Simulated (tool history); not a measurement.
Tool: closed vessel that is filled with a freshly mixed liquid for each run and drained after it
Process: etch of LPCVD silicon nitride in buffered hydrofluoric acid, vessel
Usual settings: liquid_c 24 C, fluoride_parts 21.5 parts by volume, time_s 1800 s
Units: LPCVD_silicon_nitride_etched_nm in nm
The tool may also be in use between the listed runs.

run    hour  liquid_c  fluoride_parts  time_s  read-back film thickness of the LPCVD silicon nitride reference wafer, read on the same gauge (nm)  LPCVD_silicon_nitride_etched_nm
  1       0      21.5            21.5    1800                                                                                              150.01                            10.72
  2      98      21.5            21.5    1800                                                                                              150.02                            10.72
  3   160.5        24            21.5    1800                                                                                              150.02                            12.37
  4   201.4        24            21.5    1800                                                                                              150.01                            12.43
  5   255.9        24            21.5    1800                                                                                              150.04                            12.32
  6   293.5        24            21.5    1800                                                                                              150.02                            12.44
  7   391.5        24            19.5    1800                                                                                              149.99                            13.57
      629.4  -- thermometer replaced
  8   700.8        24            19.5    1800                                                                                              149.99                            13.69
  9   797.7        23            21.5    2030                                                                                                 150                            13.53
 10   874.5        23            21.5    2030                                                                                              149.99                            13.38
 11   967.7        23            21.5    2030                                                                                              149.98                             13.4
 12    1012        24            15.5    1800                                                                                                 150                            17.36
 13  1101.2        24            16.5    1800                                                                                              149.96                            16.48
 14  1170.9        24            21.5    1490                                                                                              149.99                            10.41
 15  1263.6        24            21.5    1800                                                                                              150.02                            12.74
 16  1317.4      22.5              26    2340                                                                                              149.97                             13.3
 17  1385.5        24              18    1245                                                                                              150.02                            10.58
 18  1433.6        24            21.5    1800                                                                                                 150                            12.73
 19  1510.7      22.5              26    2340                                                                                              150.02                            13.61
 20    1609        24            21.5    1370                                                                                                 150                              9.9
 21  1716.8        24            21.5    1800                                                                                              149.98                            12.83
 22  1780.6        24            21.5    2600                                                                                              149.98                            18.84
     1795.7  -- hydrofluoric acid flow meter replaced
     1834.7  -- gauge calibrated
 23  1840.2        24            19.5    1800                                                                                                 150                            13.21
 24  1902.9        24              28    2315                                                                                              150.03                            13.13
 25  1993.8        20            21.5    1800                                                                                              149.99                             9.89
 26  2044.6        24            29.5    2670                                                                                                 150                            14.77
 27  2140.9        24              26    2735                                                                                              150.02                            16.65
 28  2246.3        24            21.5    1800                                                                                              150.01                            12.48
 29  2338.9      28.5            21.5    2320                                                                                              149.96                            20.49
 30  2403.7        24            28.5    1800                                                                                              149.99                            10.34
 31  2473.7        21            21.5    2635                                                                                                 150                            15.77
 32  2579.8        24            21.5    1800                                                                                                 150                            12.63
 33  2687.4        22              14    2405                                                                                              149.98                            23.09

3 ways to go on from here, each from the tool as it stands after run 33. What would each give?
  A  2688.5        24            21.5    2205                                                                                                   ?                                ?
  B  2688.5        24              13    1800                                                                                                   ?                                ?
  C  2688.5        24            13.5    1800                                                                                                   ?                                ?

run  read-back film thickness of the LPCVD silicon nitride reference wafer, read on the same gauge (nm)  LPCVD_silicon_nitride_etched_nm
  A                                                                                              150.01                            15.53
  B                                                                                              150.01                            20.62
  C                                                                                              150.01                            19.87
Without the tool's hidden state the same runs would have given:
run  LPCVD_silicon_nitride_etched_nm
  A                            15.05
  B                            19.73
  C                            19.01

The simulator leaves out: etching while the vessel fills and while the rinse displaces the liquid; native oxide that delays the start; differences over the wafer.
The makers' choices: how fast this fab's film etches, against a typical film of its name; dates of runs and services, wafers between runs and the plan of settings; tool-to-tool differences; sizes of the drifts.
